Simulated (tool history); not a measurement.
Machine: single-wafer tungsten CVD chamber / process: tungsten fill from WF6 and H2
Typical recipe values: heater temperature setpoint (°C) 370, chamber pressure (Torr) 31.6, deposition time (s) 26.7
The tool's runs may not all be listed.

| run | hour | heater temperature setpoint (°C) | chamber pressure (Torr) | deposition time (s) | read-back reference wafer on the same gauge, thickness_nm | mean film thickness on the monitor wafer (angstrom) |
|---|---|---|---|---|---|---|
| 1 | 0.0 | 370 | 37.4 | 26.7 | 32.290 | 397.62 |
| 2 | 10.5 | 370 | 37.4 | 26.7 | 32.288 | 396.98 |
| 3 | 19.0 | 370 | 31.6 | 26.7 | 32.298 | 373.59 |
| 4 | 29.5 | 370 | 31.6 | 26.7 | 32.305 | 374.26 |
| 5 | 41.6 | 370 | 31.6 | 26.7 | 32.296 | 374.65 |
| 6 | 50.6 | 370 | 31.6 | 26.7 | 32.298 | 372.59 |
| 7 | 57.9 | 370 | 31.6 | 26.7 | 32.308 | 373.57 |
| 8 | 70.5 | 370 | 31.6 | 26.7 | 32.316 | 372.71 |
| 9 | 78.8 | 370 | 31.6 | 26.7 | 32.287 | 373.66 |
|  | 97.1 | thermocouple changed; heater temperature recalibrated |
| 10 | 97.6 | 370 | 31.6 | 26.7 | 32.294 | 385.80 |
|  | 113.3 | capacitance manometer re-zeroed and calibrated |
| 11 | 113.8 | 375 | 37.6 | 26.7 | 32.293 | 473.23 |
| 12 | 123.1 | 370 | 31.6 | 26.7 | 32.310 | 395.85 |
| 13 | 134.7 | 370 | 31.6 | 26.7 | 32.304 | 396.03 |
| 14 | 140.9 | 378 | 31.6 | 23.4 | 32.295 | 419.73 |
| 15 | 147.3 | 360 | 31.6 | 26.7 | 32.286 | 309.00 |
| 16 | 161.3 | 370 | 31.6 | 26.7 | 32.307 | 396.24 |
| 17 | 170.8 | 370 | 31.6 | 26.7 | 32.278 | 396.29 |
|  | 185.7 | showerhead replaced |
| 18 | 186.2 | 382 | 37.9 | 26.7 | 32.324 | 556.86 |
|  | 189.5 | gauge calibrated |
| 19 | 192.2 | 375 | 37.6 | 26.7 | 32.282 | 471.67 |
| 20 | 206.8 | 375 | 38.8 | 23.5 | 32.302 | 419.04 |
| 21 | 221.4 | 370 | 31.6 | 26.7 | 32.295 | 394.90 |
| 22 | 230.2 | 356 | 25.5 | 26.7 | 32.297 | 260.11 |
| 23 | 242.4 | 376 | 31.6 | 26.7 | 32.304 | 454.05 |
| 24 | 257.0 | 370 | 31.6 | 22.2 | 32.301 | 326.79 |
| 25 | 270.1 | 370 | 27.0 | 26.7 | 32.283 | 374.63 |
| 26 | 285.8 | 370 | 31.6 | 26.7 | 32.316 | 394.32 |
| 27 | 300.6 | 370 | 31.6 | 29.5 | 32.307 | 433.24 |

3 options for the next run, each taken on its own from the tool as it stands now. Forecast them:
| A | 301.0 | 370 | 31.6 | 26.7 | ? | ? |
| B | 301.0 | 370 | 25.6 | 26.7 | ? | ? |
| C | 301.0 | 357 | 29.0 | 22.4 | ? | ? |

| run | read-back reference wafer on the same gauge, thickness_nm | mean film thickness on the monitor wafer (angstrom) |
|---|---|---|
| A | 32.304 | 393.70 |
| B | 32.304 | 368.22 |
| C | 32.304 | 232.25 |
What these runs would have given with no unlogged condition in the tool:
| run | mean film thickness on the monitor wafer (angstrom) |
|---|---|
| A | 399.15 |
| B | 373.35 |
| C | 235.57 |
